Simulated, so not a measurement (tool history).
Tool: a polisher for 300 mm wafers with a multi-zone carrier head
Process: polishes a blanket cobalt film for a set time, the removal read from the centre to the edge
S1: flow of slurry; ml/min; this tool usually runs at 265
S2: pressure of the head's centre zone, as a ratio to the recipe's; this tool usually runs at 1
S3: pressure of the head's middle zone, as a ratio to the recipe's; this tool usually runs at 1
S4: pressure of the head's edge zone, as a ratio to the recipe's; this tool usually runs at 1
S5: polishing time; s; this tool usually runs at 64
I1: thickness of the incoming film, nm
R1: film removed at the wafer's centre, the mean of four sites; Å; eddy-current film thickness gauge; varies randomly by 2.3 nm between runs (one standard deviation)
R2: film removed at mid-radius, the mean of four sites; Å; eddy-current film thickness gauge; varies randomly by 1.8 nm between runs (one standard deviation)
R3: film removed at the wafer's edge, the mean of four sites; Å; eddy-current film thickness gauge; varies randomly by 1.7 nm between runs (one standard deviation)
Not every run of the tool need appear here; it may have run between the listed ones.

run   hour   S1    S2    S3    S4  S5     I1    R1    R2    R3
  1      0  330     1     1     1  64  911.2  2288  2280  2305
  2   12.5  265     1     1     1  64  902.5  2220  2265  2233
  3   27.2  265  0.95  1.05     1  64  893.8  2058  2238  2246
      41.2  -- worn pad replaced by a new one
  4   64.4  265  0.95  1.05     1  64  896.4  2121  2362  2289
  5   81.3  265  0.95  1.05     1  64  890.2  2142  2343  2276
  6   87.9  265     1     1     1  64  908.7  2237  2214  2253
  7   94.8  265     1     1     1  64    884  2175  2217  2241
     123.5  -- edge zone pressure recalibrated
     126.6  -- worn pad replaced by a new one
     132.3  -- carrier head's membrane replaced by a new one
  8  143.2  265  0.93     1     1  64  906.5  2137  2244  2299
  9  153.8  265     1     1     1  64  912.8  2265  2249  2290
 10  170.2  265     1     1     1  64    918  2223  2216  2255
 11  177.1  265  1.08  1.05  0.89  43  899.1  1587  1553  1419
 12  190.9  265     1     1     1  64  906.8  2224  2186  2202
     200.2  -- centre zone pressure recalibrated
 13  200.7  265     1     1  0.96  80  912.6  2692  2686  2653
       212  -- worn pad replaced by a new one
 14  215.6  340     1     1     1  44  908.9  1622  1627  1598
 15  230.2  265     1     1  1.12  71  887.6  2574  2515  2693
       245  -- slurry nozzle cleaned
 16  245.5  265     1  0.88   0.9  48    897  1683  1548  1614
 17  256.2  265     1     1     1  76  908.9  2698  2643  2651
 18    272  265     1     1     1  58  901.5  1992  1979  2025
 19  280.6  265     1     1     1  64  900.2  2197  2172  2191
 20  288.7  335   0.9     1     1  64  911.4  1950  2197  2203
     295.6  -- worn pad replaced by a new one
 21  304.8  265  1.05  0.92  0.94  45  893.6  1690  1512  1578
 22  322.2  335   0.9     1     1  64    901  2125  2330  2316

Forecast each of these 4 alternatives for the next run:
  A  322.6  265  0.91     1     1  64  908.3   ?   ?   ?
  B  322.6  265  0.93  1.06     1  86  908.3   ?   ?   ?
  C  322.6  265     1   1.1  0.95  64  908.3   ?   ?   ?
  D  322.6  265     1  1.04     1  64  908.3   ?   ?   ?

run    R1    R2    R3
  A  2049  2257  2282
  B  2815  3162  3065
  C  2255  2416  2225
  D  2254  2320  2281
Without the tool's unlogged condition, the same runs would have read:
run    R1    R2    R3
  A  2070  2280  2305
  B  2844  3194  3096
  C  2277  2440  2247
  D  2276  2343  2304
